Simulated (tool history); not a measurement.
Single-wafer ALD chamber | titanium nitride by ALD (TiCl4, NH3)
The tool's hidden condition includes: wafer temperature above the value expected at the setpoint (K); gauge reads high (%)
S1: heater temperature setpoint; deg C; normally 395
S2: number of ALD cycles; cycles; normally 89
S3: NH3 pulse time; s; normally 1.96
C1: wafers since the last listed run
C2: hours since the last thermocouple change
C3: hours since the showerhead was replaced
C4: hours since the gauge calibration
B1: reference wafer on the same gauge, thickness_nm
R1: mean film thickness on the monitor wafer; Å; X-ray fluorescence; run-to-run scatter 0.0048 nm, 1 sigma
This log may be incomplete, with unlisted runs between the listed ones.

{"run": 1, "hour": 0.0, "S1": 395, "S2": 89, "S3": 1.96, "C1": 0, "C2": 695.6, "C3": 4032.7, "C4": 1791.7, "B1": 2.03, "R1": 18.64}
{"run": 2, "hour": 76.6, "S1": 395, "S2": 89, "S3": 1.96, "C1": 231, "C2": 772.2, "C3": 4109.3, "C4": 1868.3, "B1": 2.033, "R1": 18.78}
{"run": 3, "hour": 153.3, "S1": 395, "S2": 89, "S3": 1.96, "C1": 231, "C2": 848.9, "C3": 4186.0, "C4": 1945.0, "B1": 2.032, "R1": 18.69}
{"run": 4, "hour": 222.4, "S1": 395, "S2": 89, "S3": 1.96, "C1": 208, "C2": 918.0, "C3": 4255.1, "C4": 2014.1, "B1": 2.033, "R1": 18.8}
{"hour": 276.6, "done": "thermocouple changed; heater temperature recalibrated"}
{"run": 5, "hour": 318.2, "S1": 395, "S2": 89, "S3": 1.96, "C1": 264, "C2": 41.6, "C3": 4350.9, "C4": 2109.9, "B1": 2.035, "R1": 18.64}
{"run": 6, "hour": 357.7, "S1": 395, "S2": 89, "S3": 1.96, "C1": 119, "C2": 81.1, "C3": 4390.4, "C4": 2149.4, "B1": 2.035, "R1": 18.7}
{"run": 7, "hour": 412.1, "S1": 395, "S2": 89, "S3": 1.96, "C1": 164, "C2": 135.5, "C3": 4444.8, "C4": 2203.8, "B1": 2.038, "R1": 18.65}
{"run": 8, "hour": 515.7, "S1": 395, "S2": 89, "S3": 1.96, "C1": 312, "C2": 239.1, "C3": 4548.4, "C4": 2307.4, "B1": 2.04, "R1": 18.72}
{"run": 9, "hour": 613.1, "S1": 395, "S2": 89, "S3": 1.96, "C1": 293, "C2": 336.5, "C3": 4645.8, "C4": 2404.8, "B1": 2.042, "R1": 18.8}
{"run": 10, "hour": 688.2, "S1": 395, "S2": 89, "S3": 2.51, "C1": 226, "C2": 411.6, "C3": 4720.9, "C4": 2479.9, "B1": 2.044, "R1": 18.99}
{"run": 11, "hour": 767.3, "S1": 395, "S2": 89, "S3": 2.51, "C1": 238, "C2": 490.7, "C3": 4800.0, "C4": 2559.0, "B1": 2.047, "R1": 19.02}
{"run": 12, "hour": 874.8, "S1": 395, "S2": 89, "S3": 1.96, "C1": 324, "C2": 598.2, "C3": 4907.5, "C4": 2666.5, "B1": 2.05, "R1": 18.9}
{"run": 13, "hour": 934.5, "S1": 402, "S2": 89, "S3": 1.96, "C1": 180, "C2": 657.9, "C3": 4967.2, "C4": 2726.2, "B1": 2.052, "R1": 18.99}
{"run": 14, "hour": 1027.0, "S1": 402, "S2": 89, "S3": 1.96, "C1": 279, "C2": 750.4, "C3": 5059.7, "C4": 2818.7, "B1": 2.054, "R1": 18.93}
{"run": 15, "hour": 1119.4, "S1": 402, "S2": 89, "S3": 1.96, "C1": 278, "C2": 842.8, "C3": 5152.1, "C4": 2911.1, "B1": 2.056, "R1": 18.94}
{"hour": 1183.0, "done": "showerhead replaced"}
{"run": 16, "hour": 1183.5, "S1": 395, "S2": 89, "S3": 1.96, "C1": 169, "C2": 906.9, "C3": 0.5, "C4": 2975.2, "B1": 2.058, "R1": 19.02}
{"run": 17, "hour": 1289.9, "S1": 395, "S2": 89, "S3": 1.96, "C1": 320, "C2": 1013.3, "C3": 106.9, "C4": 3081.6, "B1": 2.061, "R1": 18.93}
{"run": 18, "hour": 1327.0, "S1": 395, "S2": 95, "S3": 2.4, "C1": 111, "C2": 1050.4, "C3": 144.0, "C4": 3118.7, "B1": 2.063, "R1": 20.3}
{"hour": 1406.0, "done": "thermocouple changed; heater temperature recalibrated"}
{"run": 19, "hour": 1418.1, "S1": 408, "S2": 89, "S3": 1.96, "C1": 250, "C2": 12.1, "C3": 235.1, "C4": 3209.8, "B1": 2.065, "R1": 19.17}
{"run": 20, "hour": 1512.7, "S1": 395, "S2": 89, "S3": 1.96, "C1": 285, "C2": 106.7, "C3": 329.7, "C4": 3304.4, "B1": 2.069, "R1": 19.0}
{"run": 21, "hour": 1618.6, "S1": 395, "S2": 89, "S3": 1.96, "C1": 319, "C2": 212.6, "C3": 435.6, "C4": 3410.3, "B1": 2.072, "R1": 19.08}
{"hour": 1634.6, "done": "gauge calibrated"}
{"run": 22, "hour": 1722.1, "S1": 406, "S2": 96, "S3": 2.22, "C1": 312, "C2": 316.1, "C3": 539.1, "C4": 87.5, "B1": 2.027, "R1": 20.23}
{"run": 23, "hour": 1760.0, "S1": 406, "S2": 96, "S3": 2.22, "C1": 114, "C2": 354.0, "C3": 577.0, "C4": 125.4, "B1": 2.025, "R1": 20.33}
{"run": 24, "hour": 1841.8, "S1": 395, "S2": 89, "S3": 1.96, "C1": 246, "C2": 435.8, "C3": 658.8, "C4": 207.2, "B1": 2.026, "R1": 18.57}
{"run": 25, "hour": 1930.3, "S1": 395, "S2": 89, "S3": 2.26, "C1": 266, "C2": 524.3, "C3": 747.3, "C4": 295.7, "B1": 2.027, "R1": 18.74}
{"run": 26, "hour": 1977.0, "S1": 395, "S2": 89, "S3": 1.96, "C1": 140, "C2": 571.0, "C3": 794.0, "C4": 342.4, "B1": 2.028, "R1": 18.62}
{"run": 27, "hour": 2035.4, "S1": 383, "S2": 89, "S3": 2.34, "C1": 176, "C2": 629.4, "C3": 852.4, "C4": 400.8, "B1": 2.028, "R1": 18.64}
{"run": 28, "hour": 2329.2, "S1": 395, "S2": 89, "S3": 1.96, "C1": 886, "C2": 923.2, "C3": 1146.2, "C4": 694.6, "B1": 2.029, "R1": 18.61}
{"hour": 2417.2, "done": "thermocouple changed; heater temperature recalibrated"}
{"run": 29, "hour": 2546.0, "S1": 395, "S2": 101, "S3": 1.96, "C1": 629, "C2": 128.8, "C3": 1363.0, "C4": 911.4, "B1": 2.03, "R1": 21.2}
{"run": 30, "hour": 2649.5, "S1": 395, "S2": 81, "S3": 2.59, "C1": 312, "C2": 232.3, "C3": 1466.5, "C4": 1014.9, "B1": 2.032, "R1": 17.21}
{"run": 31, "hour": 2741.5, "S1": 395, "S2": 78, "S3": 1.31, "C1": 277, "C2": 324.3, "C3": 1558.5, "C4": 1106.9, "B1": 2.034, "R1": 16.23}
{"run": 32, "hour": 2785.0, "S1": 395, "S2": 89, "S3": 1.96, "C1": 131, "C2": 367.8, "C3": 1602.0, "C4": 1150.4, "B1": 2.034, "R1": 18.66}
{"run": 33, "hour": 2851.0, "S1": 395, "S2": 106, "S3": 1.36, "C1": 199, "C2": 433.8, "C3": 1668.0, "C4": 1216.4, "B1": 2.035, "R1": 22.03}
{"run": 34, "hour": 2892.5, "S1": 401, "S2": 89, "S3": 1.76, "C1": 125, "C2": 475.3, "C3": 1709.5, "C4": 1257.9, "B1": 2.034, "R1": 18.73}

Pick out some run-to-run changes in R1. Of each, how much would a tool without hidden state show as well, from the settings, what came in and chance, and how much is left for the hidden state and any gauge scatter not in both results compared?
Run 4 -> 5: thermocouple changed; heater temperature recalibrated. R1 -0.16 Å: hidden state +0.03, all else -0.19.
Run 20 -> 21: settings left as they were, no log entry in between. R1 +0.08 Å: hidden state +0.04, all else +0.04.
Run 21 -> 22: S1 395 -> 406, S2 89 -> 96, S3 1.96 -> 2.22, gauge calibrated. R1 +1.15 Å: hidden state -0.41, all else +1.56.
Run 29 -> 30: S2 101 -> 81, S3 1.96 -> 2.59. R1 -3.99 Å: hidden state -0.01, all else -3.98.
Run 32 -> 33: S2 89 -> 106, S3 1.96 -> 1.36. R1 +3.37 Å: hidden state +0.03, all else +3.34.
Run 33 -> 34: S1 395 -> 401, S2 106 -> 89, S3 1.36 -> 1.76. R1 -3.30 Å: hidden state -0.01, all else -3.29.
